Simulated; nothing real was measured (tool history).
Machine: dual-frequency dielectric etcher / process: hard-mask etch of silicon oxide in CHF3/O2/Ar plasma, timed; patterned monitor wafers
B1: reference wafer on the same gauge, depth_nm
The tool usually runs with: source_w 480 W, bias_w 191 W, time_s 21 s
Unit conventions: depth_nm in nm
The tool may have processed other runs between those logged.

run 1 day=0 | source_w=520 bias_w=191 time_s=21 | B1=35.04 | depth_nm=42.44
run 2 day=2.988 | source_w=480 bias_w=191 time_s=21 | B1=35.11 | depth_nm=40.77
run 3 day=4.242 | source_w=480 bias_w=191 time_s=21 | B1=35.14 | depth_nm=40.63
-- day=6.883 wet clean of the chamber
run 4 day=6.904 | source_w=480 bias_w=191 time_s=21 | B1=35.17 | depth_nm=40.45
run 5 day=9.154 | source_w=480 bias_w=191 time_s=21 | B1=35.13 | depth_nm=40.9
run 6 day=10.479 | source_w=480 bias_w=191 time_s=21 | B1=35.28 | depth_nm=41.08
run 7 day=12.825 | source_w=480 bias_w=191 time_s=21 | B1=35.28 | depth_nm=40.94
-- day=13.983 gauge calibrated
-- day=20.25 wet clean of the chamber
-- day=21.508 upper electrode replaced
run 8 day=21.529 | source_w=480 bias_w=191 time_s=21 | B1=33.77 | depth_nm=39.67
run 9 day=21.746 | source_w=480 bias_w=191 time_s=21 | B1=33.78 | depth_nm=39.42
run 10 day=23.121 | source_w=480 bias_w=191 time_s=21 | B1=33.74 | depth_nm=38.8
run 11 day=25.358 | source_w=480 bias_w=191 time_s=21 | B1=33.87 | depth_nm=39.5
run 12 day=26.783 | source_w=480 bias_w=226 time_s=21 | B1=33.85 | depth_nm=43.17
-- day=27.05 source power generator calibrated
run 13 day=28.608 | source_w=480 bias_w=226 time_s=21 | B1=33.91 | depth_nm=43.1
run 14 day=31.567 | source_w=400 bias_w=174 time_s=21 | B1=34 | depth_nm=33.57
run 15 day=34.096 | source_w=380 bias_w=191 time_s=15.5 | B1=34.04 | depth_nm=25.51
-- day=37.65 wet clean of the chamber
run 16 day=37.671 | source_w=410 bias_w=227 time_s=26.5 | B1=34.19 | depth_nm=50.06
-- day=39.146 bias power generator calibrated
run 17 day=39.208 | source_w=380 bias_w=191 time_s=21 | B1=34.18 | depth_nm=34.58
run 18 day=41.946 | source_w=370 bias_w=191 time_s=21 | B1=34.15 | depth_nm=34.14
run 19 day=43.008 | source_w=590 bias_w=172 time_s=15.5 | B1=34.21 | depth_nm=30.67
run 20 day=46 | source_w=480 bias_w=191 time_s=21 | B1=34.28 | depth_nm=39.67
run 21 day=48.679 | source_w=570 bias_w=191 time_s=16.5 | B1=34.37 | depth_nm=34.57
-- day=51.188 wet clean of the chamber
run 22 day=51.208 | source_w=480 bias_w=191 time_s=21 | B1=34.41 | depth_nm=39.92
run 23 day=53.321 | source_w=480 bias_w=191 time_s=21 | B1=34.41 | depth_nm=40.15
run 24 day=54.796 | source_w=480 bias_w=191 time_s=21 | B1=34.44 | depth_nm=40.29
run 25 day=56.021 | source_w=540 bias_w=191 time_s=21 | B1=34.48 | depth_nm=42.64
run 26 day=57.783 | source_w=570 bias_w=147 time_s=19 | B1=34.56 | depth_nm=34.48
run 27 day=60.658 | source_w=380 bias_w=191 time_s=21 | B1=34.62 | depth_nm=35.06
run 28 day=61.892 | source_w=360 bias_w=191 time_s=21 | B1=34.6 | depth_nm=33.99
-- day=64.562 wet clean of the chamber
run 29 day=64.583 | source_w=480 bias_w=211 time_s=21 | B1=34.73 | depth_nm=42.35

Here are 5 independent what-if runs from the current tool condition. What would each one return?
run A day=64.6 | source_w=590 bias_w=191 time_s=21 | B1=? | depth_nm=?
run B day=64.6 | source_w=440 bias_w=191 time_s=23 | B1=? | depth_nm=?
run C day=64.6 | source_w=520 bias_w=217 time_s=21 | B1=? | depth_nm=?
run D day=64.6 | source_w=480 bias_w=239 time_s=16 | B1=? | depth_nm=?
run E day=64.6 | source_w=370 bias_w=238 time_s=21 | B1=? | depth_nm=?

run=A B1=34.61 depth_nm=44.48
run=B B1=34.61 depth_nm=41.74
run=C B1=34.61 depth_nm=44.67
run=D B1=34.61 depth_nm=34.34
run=E B1=34.61 depth_nm=38.88
Stripped of hidden state, with their random variation kept, the same runs would have yielded:
run=A depth_nm=43.28
run=B depth_nm=40.61
run=C depth_nm=43.46
run=D depth_nm=33.41
run=E depth_nm=37.83
